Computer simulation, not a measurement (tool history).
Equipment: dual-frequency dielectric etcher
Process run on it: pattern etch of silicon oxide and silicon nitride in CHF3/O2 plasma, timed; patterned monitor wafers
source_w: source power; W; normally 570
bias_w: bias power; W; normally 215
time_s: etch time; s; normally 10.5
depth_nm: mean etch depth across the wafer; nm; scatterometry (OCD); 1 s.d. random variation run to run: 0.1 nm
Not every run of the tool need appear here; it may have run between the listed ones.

run    hour  source_w  bias_w  time_s  read-back reference wafer on the same gauge, depth_nm  depth_nm
  1     0.0       570     215    10.5                                                  15.78     15.35
  2    42.0       570     215     8.5                                                  15.77     12.42
  3   112.2       570     215     8.5                                                  15.83     12.39
      150.0  -- wet clean of the chamber, repeated, since the last time left the tool worse
  4   161.5       570     215    10.5                                                  15.79     16.19
  5   190.0       570     179     8.5                                                  15.78     12.52
      354.1  -- gauge calibrated
  6   388.0       570     179     8.5                                                  15.80     12.53
  7   418.8       570     179     8.5                                                  15.78     12.34
  8   461.4       570     215    10.5                                                  15.78     16.02
  9   529.2       570     215    10.5                                                  15.82     16.17
      554.9  -- upper electrode replaced
 10   572.5       570     267     9.5                                                  15.80     15.65
 11   627.9       490     163    12.0                                                  15.77     15.67
      643.9  -- bias power generator calibrated
 12   653.1       670     231    11.5                                                  15.83     19.31
      695.7  -- source power generator calibrated
 13   714.9       690     185    11.5                                                  15.84     18.20
 14   772.9       570     241    12.5                                                  15.80     19.51
      829.1  -- wet clean of the chamber
 15   829.6       570     240    10.5                                                  15.83     17.09
 16   834.5       500     193     8.0                                                  15.80     11.55
 17   865.0       530     215    10.5                                                  15.81     15.93
 18   930.1       500     193     8.0                                                  15.75     11.39
 19   981.8       570     215    10.5                                                  15.75     16.28
 20  1028.6       570     215     9.0                                                  15.85     13.89
 21  1098.5       570     215    10.5                                                  15.80     16.34
 22  1132.4       530     182    10.5                                                  15.85     14.78
 23  1203.3       570     268     8.0                                                  15.83     13.29
 24  1262.3       570     215    10.5                                                  15.78     16.06
 25  1400.2       570     215    10.5                                                  15.77     16.03
     1477.5  -- wet clean of the chamber
 26  1478.0       670     215    12.0                                                  15.80     20.09
 27  1507.3       630     215    10.5                                                  15.78     17.15
 28  1570.8       670     262     9.0                                                  15.81     16.23

Predict each of these 5 candidate next runs independently; none follows another, all start after run 28:
  A  1571.2       690     215    10.5                                                      ?         ?
  B  1571.2       680     240     8.0                                                      ?         ?
  C  1571.2       440     215    13.0                                                      ?         ?
  D  1571.2       670     169     7.5                                                      ?         ?
  E  1571.2       700     249    10.5                                                      ?         ?

run  read-back reference wafer on the same gauge, depth_nm  depth_nm
  A                                                  15.83     17.64
  B                                                  15.83     13.84
  C                                                  15.83     17.88
  D                                                  15.83     11.55
  E                                                  15.83     18.62
Had the tool no hidden state, the same runs would have come out as:
run  depth_nm
  A     17.73
  B     13.91
  C     17.97
  D     11.60
  E     18.70
